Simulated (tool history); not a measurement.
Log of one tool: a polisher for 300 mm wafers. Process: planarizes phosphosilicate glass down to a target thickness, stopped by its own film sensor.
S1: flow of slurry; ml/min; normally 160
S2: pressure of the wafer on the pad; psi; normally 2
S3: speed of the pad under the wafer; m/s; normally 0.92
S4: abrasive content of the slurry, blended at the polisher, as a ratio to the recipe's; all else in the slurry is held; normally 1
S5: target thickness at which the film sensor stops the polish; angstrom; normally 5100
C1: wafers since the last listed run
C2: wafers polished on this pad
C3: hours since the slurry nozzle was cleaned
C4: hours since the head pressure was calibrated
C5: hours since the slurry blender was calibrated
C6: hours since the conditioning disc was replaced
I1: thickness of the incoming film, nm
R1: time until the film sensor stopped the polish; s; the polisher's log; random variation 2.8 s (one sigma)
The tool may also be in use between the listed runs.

Run 1, hour 0: usual settings; C1 0; C2 818; C3 384.8; C4 449.7; C5 25.4; C6 149; I1 1206.5. Result: R1 163.6 s.
Run 2, hour 38.6: usual settings but S5 5940 angstrom; C1 380; C2 1199; C3 423.4; C4 488.3; C5 64; C6 187.6; I1 1209.1. Result: R1 138.8 s.
Run 3, hour 80.6: usual settings but S5 5940 angstrom; C1 414; C2 1613; C3 465.4; C4 530.3; C5 106; C6 229.6; I1 1210. Result: R1 140.7 s.
At hour 82.4: slurry nozzle cleaned.
Run 4, hour 127: usual settings but S5 5940 angstrom; C1 447; C2 2060; C3 44.6; C4 576.7; C5 152.4; C6 276; I1 1226.7. Result: R1 150.5 s.
At hour 157.7: worn pad replaced by a new one.
Run 5, hour 188.2: usual settings; C1 563; C2 300; C3 105.8; C4 637.9; C5 213.6; C6 337.2; I1 1202.2. Result: R1 160.2 s.
Run 6, hour 280: usual settings; C1 905; C2 1205; C3 197.6; C4 729.7; C5 305.4; C6 429; I1 1219.9. Result: R1 169.7 s.
Run 7, hour 344.6: usual settings; C1 636; C2 1842; C3 262.2; C4 794.3; C5 370; C6 493.6; I1 1200.3. Result: R1 170 s.
At hour 381.2: conditioning disc replaced and pad reconditioned.
At hour 406.1: worn pad replaced by a new one.
Run 8, hour 424.5: usual settings; C1 728; C2 181; C3 342.1; C4 874.2; C5 449.9; C6 43.3; I1 1211.5. Result: R1 175.4 s.
At hour 472.4: slurry blender recalibrated.
Run 9, hour 472.9: usual settings; C1 457; C2 639; C3 390.5; C4 922.6; C5 0.5; C6 91.7; I1 1198.1. Result: R1 191.5 s.
At hour 540.2: slurry nozzle cleaned.
Run 10, hour 548.7: usual settings but S1 175 ml/min, S2 1.7 psi, S3 1.06 m/s, S4 1.1; C1 737; C2 1376; C3 8.5; C4 998.4; C5 76.3; C6 167.5; I1 1195.6. Result: R1 187.4 s.
At hour 639.8: slurry blender recalibrated, repeated, since the last time left the tool worse.
At hour 692.9: worn pad replaced by a new one.
Run 11, hour 723.3: usual settings but S1 195 ml/min, S2 1.8 psi; C1 1662; C2 299; C3 183.1; C4 1173; C5 83.5; C6 342.1; I1 1210. Result: R1 171.4 s.
At hour 823.3: head pressure recalibrated.
At hour 917.3: worn pad replaced by a new one.
At hour 920.3: conditioning disc replaced and pad reconditioned.
Run 12, hour 920.8: usual settings; C1 1868; C2 14; C3 380.6; C4 97.5; C5 281; C6 0.5; I1 1192. Result: R1 164.2 s.
At hour 925.6: slurry nozzle cleaned.
Run 13, hour 957.9: usual settings but S4 1.15; C1 355; C2 370; C3 32.3; C4 134.6; C5 318.1; C6 37.6; I1 1211. Result: R1 166.5 s.
Run 14, hour 1003.9: usual settings but S2 1.5 psi, S5 3400 angstrom; C1 453; C2 824; C3 78.3; C4 180.6; C5 364.1; C6 83.6; I1 1198.2. Result: R1 258.9 s.
Run 15, hour 1080.4: usual settings; C1 754; C2 1578; C3 154.8; C4 257.1; C5 440.6; C6 160.1; I1 1201.1. Result: R1 172.9 s.
Run 16, hour 1130.4: usual settings but S2 1.3 psi, S5 3390 angstrom; C1 492; C2 2071; C3 204.8; C4 307.1; C5 490.6; C6 210.1; I1 1198.3. Result: R1 311.9 s.
At hour 1142.1: slurry blender recalibrated.
At hour 1143.1: worn pad replaced by a new one.
Run 17, hour 1188.2: usual settings but S1 180 ml/min, S2 1.3 psi; C1 540; C2 444; C3 262.6; C4 364.9; C5 46.1; C6 267.9; I1 1221.9. Result: R1 231 s.
Run 18, hour 1284.5: usual settings but S1 210 ml/min, S3 1 m/s; C1 949; C2 1394; C3 358.9; C4 461.2; C5 142.4; C6 364.2; I1 1211.8. Result: R1 151.4 s.

Across each entry between runs, compare the hidden state at the last listed run before it with the hidden state at the first listed run after it:
Logged between run 3 and run 4: slurry nozzle cleaned (hour 82.4)
  abrasive missing from the slurry, %: 3.04 -> 4.21
  measured result minus the result with no hidden state, R1: +1.2 -> +1.8 s
Logged between run 4 and run 5: worn pad replaced by a new one (hour 157.7)
  abrasive missing from the slurry, %: 4.21 -> 6.39
  measured result minus the result with no hidden state, R1: +1.8 -> +3.1 s
Logged between run 7 and run 8: conditioning disc replaced and pad reconditioned (hour 381.2); worn pad replaced by a new one (hour 406.1)
  abrasive missing from the slurry, %: 15.3 -> 21.7
  measured result minus the result with no hidden state, R1: +7.9 -> +11.8 s
Logged between run 8 and run 9: slurry blender recalibrated (hour 472.4)
  abrasive missing from the slurry, %: 21.7 -> 42.8
  measured result minus the result with no hidden state, R1: +11.8 -> +27.7 s
Logged between run 9 and run 10: slurry nozzle cleaned (hour 540.2)
  abrasive missing from the slurry, %: 42.8 -> 43.4
  measured result minus the result with no hidden state, R1: +27.7 -> +26.7 s
Logged between run 10 and run 11: slurry blender recalibrated, repeated, since the last time left the tool worse (hour 639.8); worn pad replaced by a new one (hour 692.9)
  abrasive missing from the slurry, %: 43.4 -> 1.07
  measured result minus the result with no hidden state, R1: +26.7 -> +0.5 s
Logged between run 11 and run 12: head pressure recalibrated (hour 823.3); worn pad replaced by a new one (hour 917.3); conditioning disc replaced and pad reconditioned (hour 920.3)
  abrasive missing from the slurry, %: 1.07 -> 8.09
  measured result minus the result with no hidden state, R1: +0.5 -> +3.9 s
Logged between run 12 and run 13: slurry nozzle cleaned (hour 925.6)
  abrasive missing from the slurry, %: 8.09 -> 10.3
  measured result minus the result with no hidden state, R1: +3.9 -> +4.9 s
Logged between run 16 and run 17: slurry blender recalibrated (hour 1142.1); worn pad replaced by a new one (hour 1143.1)
  abrasive missing from the slurry, %: 23.9 -> 1.96
  measured result minus the result with no hidden state, R1: +23.3 -> +1.3 s
